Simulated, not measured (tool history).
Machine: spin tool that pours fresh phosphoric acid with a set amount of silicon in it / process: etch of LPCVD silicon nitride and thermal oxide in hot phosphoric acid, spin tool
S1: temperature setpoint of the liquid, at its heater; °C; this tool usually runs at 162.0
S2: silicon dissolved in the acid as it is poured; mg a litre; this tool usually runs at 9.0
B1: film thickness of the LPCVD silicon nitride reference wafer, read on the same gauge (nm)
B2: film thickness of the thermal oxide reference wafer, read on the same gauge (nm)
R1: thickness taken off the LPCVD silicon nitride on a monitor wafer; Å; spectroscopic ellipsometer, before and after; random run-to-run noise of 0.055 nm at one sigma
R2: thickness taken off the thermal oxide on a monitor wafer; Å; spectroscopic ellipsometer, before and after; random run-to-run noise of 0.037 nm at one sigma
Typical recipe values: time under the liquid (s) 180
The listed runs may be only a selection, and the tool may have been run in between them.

Run 1, hour 0.0: usual settings; B1 100.02; B2 79.945. Result: R1 159.3 Å, R2 3.55 Å.
Run 2, hour 14.6: usual settings; B1 100.02; B2 79.976. Result: R1 159.5 Å, R2 3.82 Å.
Run 3, hour 26.8: usual settings; B1 100.00; B2 80.024. Result: R1 158.1 Å, R2 3.74 Å.
Run 4, hour 34.1: usual settings but S2 7.5 mg a litre; B1 99.99; B2 79.952. Result: R1 159.0 Å, R2 4.02 Å.
Run 5, hour 49.1: usual settings; B1 100.00; B2 79.994. Result: R1 157.7 Å, R2 4.23 Å.
Run 6, hour 63.0: usual settings; B1 100.00; B2 79.983. Result: R1 157.7 Å, R2 4.32 Å.
Run 7, hour 74.6: usual settings but S2 7.5 mg a litre, time under the liquid (s) 260; B1 99.98; B2 80.016. Result: R1 228.6 Å, R2 5.42 Å.
Run 8, hour 83.2: usual settings; B1 99.99; B2 80.019. Result: R1 157.6 Å, R2 3.97 Å.
At hour 92.3: heated supply line repaired.
Run 9, hour 92.8: usual settings but S1 164.5 °C, S2 6.0 mg a litre, time under the liquid (s) 280; B1 100.00; B2 79.985. Result: R1 306.9 Å, R2 9.92 Å.
At hour 95.7: thermometer replaced.
Run 10, hour 100.1: usual settings but time under the liquid (s) 290; B1 100.01; B2 79.967. Result: R1 293.7 Å, R2 7.71 Å.
Run 11, hour 131.6: usual settings but S2 15.0 mg a litre, time under the liquid (s) 285; B1 99.95; B2 79.988. Result: R1 288.0 Å, R2 5.95 Å.
At hour 149.0: dissolved silicon flow meter replaced.
Run 12, hour 149.5: usual settings but S1 160.0 °C, S2 7.0 mg a litre, time under the liquid (s) 210; B1 100.02; B2 80.005. Result: R1 197.8 Å, R2 6.07 Å.
At hour 155.6: gauge calibrated.
Run 13, hour 162.5: usual settings; B1 100.01; B2 80.035. Result: R1 180.6 Å, R2 4.71 Å.
Run 14, hour 174.8: usual settings; B1 100.01; B2 79.987. Result: R1 180.0 Å, R2 5.00 Å.
Run 15, hour 183.0: usual settings but time under the liquid (s) 240; B1 100.00; B2 79.988. Result: R1 241.2 Å, R2 5.64 Å.
Run 16, hour 198.7: usual settings but S1 163.5 °C, S2 12.0 mg a litre, time under the liquid (s) 135; B1 99.99; B2 79.996. Result: R1 143.4 Å, R2 4.37 Å.
Run 17, hour 207.2: usual settings but S1 161.0 °C, S2 7.0 mg a litre, time under the liquid (s) 85; B1 100.02; B2 80.016. Result: R1 82.7 Å, R2 2.53 Å.

What if the next run were any one of these 3? Each begins from the tool's condition after run 17:
Run A, hour 207.7: usual settings; B1 ?; B2 ?. Result: R1 ?, R2 ?.
Run B, hour 207.7: usual settings but S2 2.0 mg a litre; B1 ?; B2 ?. Result: R1 ?, R2 ?.
Run C, hour 207.7: usual settings but S1 161.0 °C, S2 2.5 mg a litre; B1 ?; B2 ?. Result: R1 ?, R2 ?.

run      B1      B2     R1    R2
  A  100.00  79.961  180.6  5.24
  B  100.00  79.961  180.6  6.04
  C  100.00  79.961  174.7  5.56
With no hidden state in the tool, these same runs would have given:
run     R1    R2
  A  183.6  5.43
  B  183.6  6.26
  C  177.5  5.76
